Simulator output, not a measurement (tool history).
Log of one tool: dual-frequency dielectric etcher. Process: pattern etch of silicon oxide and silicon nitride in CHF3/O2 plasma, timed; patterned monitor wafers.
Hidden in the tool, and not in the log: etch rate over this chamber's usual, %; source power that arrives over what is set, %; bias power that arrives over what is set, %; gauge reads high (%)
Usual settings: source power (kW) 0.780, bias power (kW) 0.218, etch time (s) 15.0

run	hour	source power (kW)	bias power (kW)	etch time (s)	wafers since the last listed run	hours since the last wet clean	hours since the last source power generator calibration	hours since the last bias power generator calibration	hours since the last upper electrode change	hours since the gauge calibration	read-back reference wafer on the same gauge, depth_nm	mean etch depth across the wafer (Å)
1	0.0	0.850	0.218	15.0	0	81.0	4186.2	940.1	3694.2	581.5	24.80	259.4
# hour 1.5: gauge calibrated
2	31.9	0.780	0.218	15.0	476	112.9	4218.1	972.0	3726.1	30.4	24.81	247.8
3	45.4	0.780	0.218	15.0	201	126.4	4231.6	985.5	3739.6	43.9	24.80	247.5
4	77.7	0.780	0.218	16.0	482	158.7	4263.9	1017.8	3771.9	76.2	24.80	263.9
5	96.5	0.780	0.218	15.0	280	177.5	4282.7	1036.6	3790.7	95.0	24.79	246.3
6	121.9	0.780	0.218	15.0	379	202.9	4308.1	1062.0	3816.1	120.4	24.80	245.7
7	146.0	0.780	0.218	15.0	360	227.0	4332.2	1086.1	3840.2	144.5	24.80	245.5
8	159.1	0.780	0.218	15.0	195	240.1	4345.3	1099.2	3853.3	157.6	24.81	246.0
9	179.5	0.780	0.218	15.0	304	260.5	4365.7	1119.6	3873.7	178.0	24.79	245.4
10	191.8	0.780	0.238	15.0	183	272.8	4378.0	1131.9	3886.0	190.3	24.80	253.1
11	218.7	0.780	0.238	15.0	402	299.7	4404.9	1158.8	3912.9	217.2	24.81	253.5
12	248.6	0.780	0.238	15.0	446	329.6	4434.8	1188.7	3942.8	247.1	24.80	252.7
13	275.4	0.780	0.218	18.0	400	356.4	4461.6	1215.5	3969.6	273.9	24.81	293.4
14	304.8	0.780	0.259	11.0	439	385.8	4491.0	1244.9	3999.0	303.3	24.79	190.9
15	327.5	0.780	0.218	15.0	339	408.5	4513.7	1267.6	4021.7	326.0	24.81	244.5
16	359.1	0.920	0.218	15.0	472	440.1	4545.3	1299.2	4053.3	357.6	24.80	266.8
# hour 394.3: bias power generator calibrated
17	437.5	0.870	0.218	18.0	1111	518.5	4623.7	43.2	4131.7	436.0	24.80	310.0
# hour 479.9: wet clean of the chamber
18	480.4	0.660	0.218	15.0	282	0.5	4666.6	86.1	4174.6	478.9	24.80	227.4
19	507.6	0.780	0.169	13.0	406	27.7	4693.8	113.3	4201.8	506.1	24.79	198.4
# hour 599.6: gauge calibrated
# hour 601.2: upper electrode replaced
20	601.7	0.680	0.181	13.5	1047	121.8	4787.9	207.4	0.5	2.1	24.79	193.4
21	604.5	0.780	0.218	15.0	41	124.6	4790.7	210.2	3.3	4.9	24.80	249.7
# hour 621.6: source power generator calibrated
22	638.0	0.600	0.267	15.0	440	158.1	16.4	243.7	36.8	38.4	24.80	229.8
23	657.1	0.980	0.218	15.0	285	177.2	35.5	262.8	55.9	57.5	24.80	280.2
24	690.0	0.670	0.265	17.0	491	210.1	68.4	295.7	88.8	90.4	24.80	276.4
25	718.7	0.590	0.233	15.0	428	238.8	97.1	324.4	117.5	119.1	24.80	214.0
26	792.3	0.780	0.164	12.0	1100	312.4	170.7	398.0	191.1	192.7	24.81	178.1

Forecast each of these 4 alternatives for the next run:
A	792.7	0.780	0.218	15.0	5	312.8	171.1	398.4	191.5	193.1	?	?
B	792.7	0.870	0.167	11.5	5	312.8	171.1	398.4	191.5	193.1	?	?
C	792.7	0.690	0.204	15.0	5	312.8	171.1	398.4	191.5	193.1	?	?
D	792.7	0.780	0.218	17.5	5	312.8	171.1	398.4	191.5	193.1	?	?

run	read-back reference wafer on the same gauge, depth_nm	mean etch depth across the wafer (Å)
A	24.81	246.7
B	24.81	182.9
C	24.81	224.2
D	24.81	287.8
Without the tool's hidden state the same runs would have given:
run	mean etch depth across the wafer (Å)
A	250.5
B	185.7
C	227.6
D	292.2
